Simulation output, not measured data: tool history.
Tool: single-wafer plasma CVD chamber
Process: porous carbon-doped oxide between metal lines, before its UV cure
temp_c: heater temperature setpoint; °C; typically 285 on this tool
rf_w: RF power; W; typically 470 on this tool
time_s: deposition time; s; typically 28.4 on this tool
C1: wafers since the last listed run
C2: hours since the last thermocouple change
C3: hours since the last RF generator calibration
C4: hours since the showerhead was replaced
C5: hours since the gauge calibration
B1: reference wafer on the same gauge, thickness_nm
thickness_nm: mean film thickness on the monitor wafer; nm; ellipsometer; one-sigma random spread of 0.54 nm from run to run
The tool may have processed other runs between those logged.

{"run": 1, "hour": 0.0, "temp_c": 285, "rf_w": 470, "time_s": 28.4, "C1": 0, "C2": 1527, "C3": 745.9, "C4": 4363.2, "C5": 14.1, "B1": 122.951, "thickness_nm": 140.821}
{"run": 2, "hour": 71.6, "temp_c": 285, "rf_w": 470, "time_s": 28.4, "C1": 1710, "C2": 1598.6, "C3": 817.5, "C4": 4434.8, "C5": 85.7, "B1": 123.01, "thickness_nm": 139.392}
{"run": 3, "hour": 106.6, "temp_c": 285, "rf_w": 470, "time_s": 28.4, "C1": 836, "C2": 1633.6, "C3": 852.5, "C4": 4469.8, "C5": 120.7, "B1": 123.072, "thickness_nm": 140.023}
{"run": 4, "hour": 123.4, "temp_c": 285, "rf_w": 470, "time_s": 28.4, "C1": 401, "C2": 1650.4, "C3": 869.3, "C4": 4486.6, "C5": 137.5, "B1": 123.085, "thickness_nm": 138.582}
{"run": 5, "hour": 138.7, "temp_c": 285, "rf_w": 470, "time_s": 31, "C1": 365, "C2": 1665.7, "C3": 884.6, "C4": 4501.9, "C5": 152.8, "B1": 123.047, "thickness_nm": 151.632}
{"run": 6, "hour": 160.4, "temp_c": 285, "rf_w": 470, "time_s": 31, "C1": 518, "C2": 1687.4, "C3": 906.3, "C4": 4523.6, "C5": 174.5, "B1": 123.033, "thickness_nm": 151.862}
{"run": 7, "hour": 185.0, "temp_c": 285, "rf_w": 470, "time_s": 31, "C1": 587, "C2": 1712, "C3": 930.9, "C4": 4548.2, "C5": 199.1, "B1": 122.926, "thickness_nm": 150.605}
{"run": 8, "hour": 197.4, "temp_c": 285, "rf_w": 470, "time_s": 28.4, "C1": 296, "C2": 1724.4, "C3": 943.3, "C4": 4560.6, "C5": 211.5, "B1": 122.987, "thickness_nm": 138.238}
{"run": 9, "hour": 210.8, "temp_c": 285, "rf_w": 470, "time_s": 28.4, "C1": 320, "C2": 1737.8, "C3": 956.7, "C4": 4574, "C5": 224.9, "B1": 123.073, "thickness_nm": 138.305}
{"hour": 213.1, "done": "gauge calibrated"}
{"hour": 228.6, "done": "RF generator calibrated"}
{"run": 10, "hour": 240.8, "temp_c": 285, "rf_w": 470, "time_s": 28.4, "C1": 525, "C2": 1767.8, "C3": 12.2, "C4": 4604, "C5": 27.7, "B1": 122.845, "thickness_nm": 143.027}
{"run": 11, "hour": 253.3, "temp_c": 285, "rf_w": 395, "time_s": 28.4, "C1": 298, "C2": 1780.3, "C3": 24.7, "C4": 4616.5, "C5": 40.2, "B1": 122.969, "thickness_nm": 130.498}
{"run": 12, "hour": 286.7, "temp_c": 285, "rf_w": 470, "time_s": 28.4, "C1": 797, "C2": 1813.7, "C3": 58.1, "C4": 4649.9, "C5": 73.6, "B1": 122.976, "thickness_nm": 142.821}
{"hour": 317.6, "done": "thermocouple changed; heater temperature recalibrated"}
{"run": 13, "hour": 318.1, "temp_c": 289, "rf_w": 470, "time_s": 32.1, "C1": 559, "C2": 0.5, "C3": 89.5, "C4": 4681.3, "C5": 105, "B1": 123.097, "thickness_nm": 158.554}
{"run": 14, "hour": 328.6, "temp_c": 272, "rf_w": 470, "time_s": 24.1, "C1": 250, "C2": 11, "C3": 100, "C4": 4691.8, "C5": 115.5, "B1": 123.027, "thickness_nm": 131.91}
{"run": 15, "hour": 341.5, "temp_c": 285, "rf_w": 470, "time_s": 28.4, "C1": 308, "C2": 23.9, "C3": 112.9, "C4": 4704.7, "C5": 128.4, "B1": 122.972, "thickness_nm": 142.372}
{"run": 16, "hour": 374.4, "temp_c": 292, "rf_w": 470, "time_s": 26.2, "C1": 786, "C2": 56.8, "C3": 145.8, "C4": 4737.6, "C5": 161.3, "B1": 122.98, "thickness_nm": 127.419}

Run 17 has not been measured yet. What should we expect?
{"hour": 389.9, "done": "showerhead replaced"}
{"run": 17, "hour": 403.1, "temp_c": 298, "rf_w": 395, "time_s": 24, "C1": 494, "C2": 85.5, "C3": 174.5, "C4": 13.2, "C5": 190, "B1": "?", "thickness_nm": "?"}

{"run 17": {"B1": 122.905, "thickness_nm": 103.123}}
With no hidden state in the tool, this same run would have given thickness_nm 103.238 nm.
